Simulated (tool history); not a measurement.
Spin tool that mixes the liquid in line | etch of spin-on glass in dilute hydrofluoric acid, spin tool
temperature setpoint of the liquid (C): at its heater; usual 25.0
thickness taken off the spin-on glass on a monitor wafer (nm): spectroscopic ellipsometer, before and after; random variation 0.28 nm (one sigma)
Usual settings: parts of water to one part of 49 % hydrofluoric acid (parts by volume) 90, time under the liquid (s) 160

| run | hour | temperature setpoint of the liquid (C) | parts of water to one part of 49 % hydrofluoric acid (parts by volume) | time under the liquid (s) | read-back film thickness of the spin-on glass reference wafer, read on the same gauge (nm) | thickness taken off the spin-on glass on a monitor wafer (nm) |
|---|---|---|---|---|---|---|
| 1 | 0.0 | 25.0 | 90 | 160 | 149.99 | 48.20 |
| 2 | 9.5 | 25.0 | 90 | 160 | 150.03 | 47.44 |
| 3 | 18.4 | 25.0 | 90 | 160 | 149.96 | 48.08 |
| 4 | 31.0 | 25.0 | 90 | 160 | 150.00 | 48.64 |
| 5 | 42.6 | 25.0 | 90 | 160 | 150.01 | 48.24 |
| 6 | 54.2 | 25.0 | 90 | 160 | 150.01 | 47.73 |
| 7 | 71.3 | 25.0 | 90 | 160 | 150.01 | 47.78 |
| 8 | 79.7 | 25.0 | 90 | 125 | 149.99 | 37.62 |
| 9 | 87.2 | 25.0 | 80 | 160 | 150.02 | 54.63 |
| 10 | 94.3 | 25.0 | 80 | 160 | 149.99 | 54.61 |
| 11 | 100.9 | 22.0 | 90 | 160 | 150.00 | 42.08 |
| 12 | 107.6 | 22.0 | 90 | 160 | 150.00 | 42.37 |
| 13 | 117.9 | 22.0 | 90 | 160 | 149.98 | 42.39 |
| 14 | 126.4 | 25.0 | 90 | 160 | 149.98 | 47.71 |
| 15 | 136.5 | 25.0 | 125 | 200 | 149.99 | 41.64 |
| 16 | 146.0 | 20.5 | 75 | 95 | 150.00 | 28.77 |
| 17 | 161.2 | 29.5 | 75 | 160 | 150.03 | 69.20 |
| 18 | 168.4 | 25.0 | 110 | 160 | 150.04 | 41.30 |
| 19 | 181.0 | 25.0 | 90 | 160 | 149.99 | 52.15 |
| 20 | 191.4 | 21.0 | 115 | 160 | 150.01 | 33.98 |
| 21 | 209.1 | 25.0 | 105 | 120 | 149.98 | 33.29 |
| 22 | 224.7 | 25.0 | 130 | 120 | 149.98 | 25.89 |
| 23 | 242.2 | 27.5 | 120 | 125 | 149.98 | 32.17 |
| 24 | 249.2 | 26.5 | 75 | 110 | 149.99 | 46.33 |
| 25 | 259.3 | 29.5 | 105 | 235 | 150.00 | 75.77 |
| 26 | 276.1 | 25.0 | 90 | 160 | 150.01 | 51.74 |
| 27 | 289.7 | 21.5 | 90 | 100 | 150.00 | 28.19 |
| 28 | 303.6 | 25.0 | 110 | 220 | 149.99 | 56.78 |
| 29 | 313.9 | 28.0 | 45 | 160 | 150.00 | 123.42 |
| 30 | 328.4 | 23.0 | 90 | 250 | 150.00 | 75.11 |
| 31 | 336.0 | 25.0 | 110 | 160 | 149.98 | 41.20 |
| 32 | 345.2 | 22.5 | 90 | 160 | 149.97 | 46.85 |
| 33 | 352.0 | 21.0 | 115 | 160 | 150.02 | 33.40 |
| 34 | 359.8 | 28.5 | 90 | 190 | 150.02 | 71.24 |

Not shown: 3 entries that the log had between the listed runs. Between which runs, and how does the tool's hidden state differ before and after?
Between runs 9 and 10: hydrofluoric acid flow meter replaced (hour 89.3)
  liquid colder than its thermometer reads (K): 2.24 -> 2.25
  measured less the result without the state, thickness taken off the spin-on glass on a monitor wafer (nm): -5.15 -> -5.17
Between runs 17 and 18: thermometer replaced (hour 164.9)
  liquid colder than its thermometer reads (K): 2.35 -> 0.097
  measured less the result without the state, thickness taken off the spin-on glass on a monitor wafer (nm): -6.62 -> -0.16
Between runs 25 and 26: gauge calibrated (hour 272.5)
  liquid colder than its thermometer reads (K): 0.221 -> 0.244
  measured less the result without the state, thickness taken off the spin-on glass on a monitor wafer (nm): -0.63 -> -0.49
